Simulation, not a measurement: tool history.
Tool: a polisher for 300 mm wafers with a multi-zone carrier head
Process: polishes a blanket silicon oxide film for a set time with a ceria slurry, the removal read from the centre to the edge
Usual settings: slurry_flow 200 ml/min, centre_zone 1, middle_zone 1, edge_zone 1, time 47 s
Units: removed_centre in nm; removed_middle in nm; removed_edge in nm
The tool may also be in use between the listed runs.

run,hour,slurry_flow,centre_zone,middle_zone,edge_zone,time,wafers since the last listed run,wafers polished on this pad,hours since the slurry nozzle was cleaned,hours since the centre zone pressure was calibrated,hours since the edge zone pressure was calibrated,hours since the carrier head's membrane was replaced,"incoming thickness of the incoming film, nm",removed_centre,removed_middle,removed_edge
1,0,200,1,1,1,47,0,1130,418.4,554.6,118.7,122.1,1514.5,176.7,179.9,177.2
# hour 6: slurry nozzle cleaned
2,30.7,200,1,1,0.9,47,417,1548,24.7,585.3,149.4,152.8,1538.6,178.5,180.6,168.5
3,50.1,155,1.12,1.12,0.9,47,272,1821,44.1,604.7,168.8,172.2,1529,191.1,184.1,162.4
4,67.5,220,1.1,1,1.05,60,244,2066,61.5,622.1,186.2,189.6,1502.4,259.2,229.2,233.1
5,83.2,200,1,1,1,47,220,2287,77.2,637.8,201.9,205.3,1528.8,178.1,177.9,177.7
6,115.1,200,1,1,1,47,448,2736,109.1,669.7,233.8,237.2,1511.1,177.7,179.8,175.4
7,135.6,200,1,1,1,47,288,3024,129.6,690.2,254.3,257.7,1516.7,176.8,176.7,178.2
# hour 187.8: worn pad replaced by a new one
8,200.1,200,1,1,1,47,851,172,194.1,754.7,318.8,322.2,1508,177.7,175.7,178.7
9,225.9,175,1,1,1,47,363,535,219.9,780.5,344.6,348,1517.3,173.7,173.6,173.5
10,251,200,1.06,1,1,47,353,889,245,805.6,369.7,373.1,1525.5,190.4,173.7,177.9
11,272.4,200,1.06,1.08,1.04,47,301,1190,266.4,827,391.1,394.5,1486.4,187.1,189.6,180.2
12,307.5,200,1,1,1,47,493,1684,301.5,862.1,426.2,429.6,1524.1,177.9,174.4,176.9
13,330.5,200,1,0.91,1,42,323,2007,324.5,885.1,449.2,452.6,1482,163.7,145.7,158
# hour 346.2: centre zone pressure recalibrated
14,350.2,200,1,0.9,1.04,47,249,2256,344.2,4,468.9,472.3,1529.2,179.8,160.4,179
15,452.2,200,0.89,1.06,1,34,1435,3691,446.2,106,570.9,574.3,1536.9,114.4,136.4,128.4
# hour 460.9: slurry nozzle cleaned
# hour 473.4: worn pad replaced by a new one
16,481.2,230,0.9,1,0.96,39,337,110,20.3,135,599.9,603.3,1510.4,134.5,151.2,146.6
17,504.8,200,1,1,1,47,332,442,43.9,158.6,623.5,626.9,1480.2,178.6,180,178
# hour 519.2: edge zone pressure recalibrated
18,523.3,200,1,0.97,1,59,232,674,62.4,177.1,4.1,645.4,1497.7,221.3,216.7,224.6
19,545.3,200,1,1,1,47,309,984,84.4,199.1,26.1,667.4,1523.2,178.7,175.7,177.3
20,562.5,200,1,1,1.06,41,242,1226,101.6,216.3,43.3,684.6,1488.7,155.3,156.1,158
21,578.1,130,0.94,1,1.12,63,219,1445,117.2,231.9,58.9,700.2,1485.2,205.2,218.9,237
# hour 586.7: carrier head's membrane replaced by a new one
22,605,200,1,0.94,1.05,62,308,1753,144.1,258.8,85.8,18.3,1490,237.4,223.1,241.4
23,633.5,200,1,1,1,47,401,2154,172.6,287.3,114.3,46.8,1495.8,178.3,179.8,177.6

Forecast each of these 3 alternatives for the next run:
A,633.9,200,1,1,1,47,5,2160,173,287.7,114.7,47.2,1503.3,?,?,?
B,633.9,145,1,1,1,47,5,2160,173,287.7,114.7,47.2,1503.3,?,?,?
C,633.9,200,1,1.07,1,47,5,2160,173,287.7,114.7,47.2,1503.3,?,?,?

run,removed_centre,removed_middle,removed_edge
A,177.9,179.8,176.2
B,166.2,169.2,168.5
C,178,190.5,176
Without the tool's hidden state the same runs would have given:
run,removed_centre,removed_middle,removed_edge
A,177.9,179.8,176.2
B,166.2,169.2,168.5
C,178,190.5,176

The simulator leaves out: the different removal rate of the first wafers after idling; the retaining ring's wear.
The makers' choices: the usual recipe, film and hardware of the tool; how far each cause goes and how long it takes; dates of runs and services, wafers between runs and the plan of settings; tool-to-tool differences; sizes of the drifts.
